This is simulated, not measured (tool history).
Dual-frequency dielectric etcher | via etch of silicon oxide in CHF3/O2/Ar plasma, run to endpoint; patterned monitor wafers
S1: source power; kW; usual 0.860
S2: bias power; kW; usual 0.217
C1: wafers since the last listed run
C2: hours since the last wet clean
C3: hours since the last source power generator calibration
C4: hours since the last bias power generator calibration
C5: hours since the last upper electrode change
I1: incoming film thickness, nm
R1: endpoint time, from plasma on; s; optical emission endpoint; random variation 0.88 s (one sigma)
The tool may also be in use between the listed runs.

{"run": 1, "hour": 0.0, "S1": 0.86, "S2": 0.217, "C1": 0, "C2": 345.9, "C3": 4508.7, "C4": 3682.9, "C5": 5401.3, "I1": 698.0, "R1": 284.4}
{"hour": 28.9, "done": "wet clean of the chamber"}
{"run": 2, "hour": 33.3, "S1": 0.86, "S2": 0.217, "C1": 38, "C2": 4.4, "C3": 4542.0, "C4": 3716.2, "C5": 5434.6, "I1": 708.2, "R1": 297.8}
{"run": 3, "hour": 64.7, "S1": 0.94, "S2": 0.217, "C1": 130, "C2": 35.8, "C3": 4573.4, "C4": 3747.6, "C5": 5466.0, "I1": 696.4, "R1": 278.1}
{"run": 4, "hour": 100.2, "S1": 0.86, "S2": 0.217, "C1": 147, "C2": 71.3, "C3": 4608.9, "C4": 3783.1, "C5": 5501.5, "I1": 695.0, "R1": 288.8}
{"run": 5, "hour": 117.0, "S1": 0.86, "S2": 0.217, "C1": 69, "C2": 88.1, "C3": 4625.7, "C4": 3799.9, "C5": 5518.3, "I1": 702.8, "R1": 293.9}
{"run": 6, "hour": 145.8, "S1": 0.86, "S2": 0.217, "C1": 119, "C2": 116.9, "C3": 4654.5, "C4": 3828.7, "C5": 5547.1, "I1": 698.0, "R1": 289.0}
{"run": 7, "hour": 166.7, "S1": 0.86, "S2": 0.217, "C1": 86, "C2": 137.8, "C3": 4675.4, "C4": 3849.6, "C5": 5568.0, "I1": 697.2, "R1": 288.1}
{"run": 8, "hour": 201.7, "S1": 0.86, "S2": 0.217, "C1": 145, "C2": 172.8, "C3": 4710.4, "C4": 3884.6, "C5": 5603.0, "I1": 701.8, "R1": 290.3}
{"run": 9, "hour": 235.6, "S1": 0.86, "S2": 0.217, "C1": 140, "C2": 206.7, "C3": 4744.3, "C4": 3918.5, "C5": 5636.9, "I1": 700.0, "R1": 287.2}
{"hour": 276.9, "done": "source power generator calibrated"}
{"run": 10, "hour": 299.8, "S1": 1.0, "S2": 0.249, "C1": 249, "C2": 270.9, "C3": 22.9, "C4": 3982.7, "C5": 5701.1, "I1": 687.4, "R1": 242.6}
{"hour": 341.5, "done": "upper electrode replaced"}
{"run": 11, "hour": 342.0, "S1": 1.06, "S2": 0.164, "C1": 75, "C2": 313.1, "C3": 65.1, "C4": 4024.9, "C5": 0.5, "I1": 694.7, "R1": 295.9}
{"run": 12, "hour": 356.9, "S1": 0.86, "S2": 0.217, "C1": 61, "C2": 328.0, "C3": 80.0, "C4": 4039.8, "C5": 15.4, "I1": 691.6, "R1": 281.1}
{"run": 13, "hour": 378.0, "S1": 0.86, "S2": 0.217, "C1": 87, "C2": 349.1, "C3": 101.1, "C4": 4060.9, "C5": 36.5, "I1": 696.5, "R1": 283.1}
{"hour": 455.2, "done": "wet clean of the chamber"}
{"hour": 459.6, "done": "bias power generator calibrated"}
{"run": 14, "hour": 460.1, "S1": 0.77, "S2": 0.235, "C1": 224, "C2": 4.9, "C3": 183.2, "C4": 0.5, "C5": 118.6, "I1": 698.8, "R1": 301.5}
{"run": 15, "hour": 466.4, "S1": 1.07, "S2": 0.217, "C1": 26, "C2": 11.2, "C3": 189.5, "C4": 6.8, "C5": 124.9, "I1": 708.1, "R1": 266.6}
{"run": 16, "hour": 556.8, "S1": 0.72, "S2": 0.184, "C1": 374, "C2": 101.6, "C3": 279.9, "C4": 97.2, "C5": 215.3, "I1": 698.9, "R1": 355.6}
{"run": 17, "hour": 577.7, "S1": 0.86, "S2": 0.217, "C1": 86, "C2": 122.5, "C3": 300.8, "C4": 118.1, "C5": 236.2, "I1": 696.1, "R1": 290.3}
{"run": 18, "hour": 594.0, "S1": 1.0, "S2": 0.167, "C1": 67, "C2": 138.8, "C3": 317.1, "C4": 134.4, "C5": 252.5, "I1": 695.4, "R1": 309.8}

Forecast each of these 4 alternatives for the next run:
{"run": "A", "hour": 594.5, "S1": 0.75, "S2": 0.217, "C1": 2, "C2": 139.3, "C3": 317.6, "C4": 134.9, "C5": 253.0, "I1": 696.1, "R1": "?"}
{"run": "B", "hour": 594.5, "S1": 0.92, "S2": 0.189, "C1": 2, "C2": 139.3, "C3": 317.6, "C4": 134.9, "C5": 253.0, "I1": 696.1, "R1": "?"}
{"run": "C", "hour": 594.5, "S1": 1.01, "S2": 0.217, "C1": 2, "C2": 139.3, "C3": 317.6, "C4": 134.9, "C5": 253.0, "I1": 696.1, "R1": "?"}
{"run": "D", "hour": 594.5, "S1": 0.93, "S2": 0.183, "C1": 2, "C2": 139.3, "C3": 317.6, "C4": 134.9, "C5": 253.0, "I1": 696.1, "R1": "?"}

run=A R1=315.7
run=B R1=304.4
run=C R1=269.2
run=D R1=308.2
Without the tool's hidden state the same runs would have given:
run=A R1=317.5
run=B R1=306.2
run=C R1=270.7
run=D R1=310.0

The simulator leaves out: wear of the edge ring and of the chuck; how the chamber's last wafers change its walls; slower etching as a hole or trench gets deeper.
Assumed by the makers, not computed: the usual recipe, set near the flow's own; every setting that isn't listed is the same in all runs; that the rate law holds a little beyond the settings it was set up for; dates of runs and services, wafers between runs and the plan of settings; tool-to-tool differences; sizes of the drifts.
